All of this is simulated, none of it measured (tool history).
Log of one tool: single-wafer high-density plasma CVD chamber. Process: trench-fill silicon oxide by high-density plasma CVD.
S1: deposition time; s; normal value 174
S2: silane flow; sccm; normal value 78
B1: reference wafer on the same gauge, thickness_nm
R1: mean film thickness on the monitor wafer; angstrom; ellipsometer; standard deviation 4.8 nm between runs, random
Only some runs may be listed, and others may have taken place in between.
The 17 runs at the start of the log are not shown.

run	hour	S1	S2	B1	R1
18	844.0	160	84	1599.827	14719.90
19	881.6	160	84	1599.642	14716.87
20	938.4	174	78	1599.737	14768.01
21	1144.6	174	78	1599.814	14913.86
22	1216.2	190	83	1600.161	17149.60
23	1248.2	174	73	1599.366	13836.00
24	1294.5	174	63	1599.291	11915.30
25	1354.1	174	78	1600.200	14819.53
26	1415.5	183	74	1600.048	14788.01
27	1476.4	174	93	1599.627	17714.53
28	1507.3	145	78	1600.520	12326.34
29	1534.8	163	84	1599.863	14898.63
# hour 1550.3: silane flow controller replaced
30	1566.4	148	78	1599.846	12582.93
31	1636.1	174	82	1599.971	15581.44
32	1685.3	200	78	1600.146	16954.41
33	1744.6	174	78	1600.639	14754.10
34	1773.3	174	78	1599.380	14784.42
35	1829.6	184	90	1599.982	17994.16
36	1854.6	190	83	1599.884	17210.02
37	1922.7	140	83	1599.849	12725.10
38	1949.5	161	73	1600.452	12861.12
39	1980.4	155	71	1599.444	12029.16
# hour 2000.3: gauge calibrated
40	2024.0	174	78	1598.932	14882.10
41	2120.0	174	78	1598.980	14715.20
42	2178.2	197	72	1599.551	15467.63

Consider 4 possible next runs. They are alternatives, not a sequence: every one starts from the tool as it was left by run 42. What does each give?
A	2178.6	174	78	?	?
B	2178.6	207	92	?	?
C	2178.6	143	78	?	?
D	2178.6	187	71	?	?

run	B1	R1
A	1600.105	14872.37
B	1600.105	20859.38
C	1600.105	12222.69
D	1600.105	14553.29
Without the tool's hidden state the same runs would have given:
run	R1
A	14872.37
B	20859.38
C	12222.69
D	14553.29
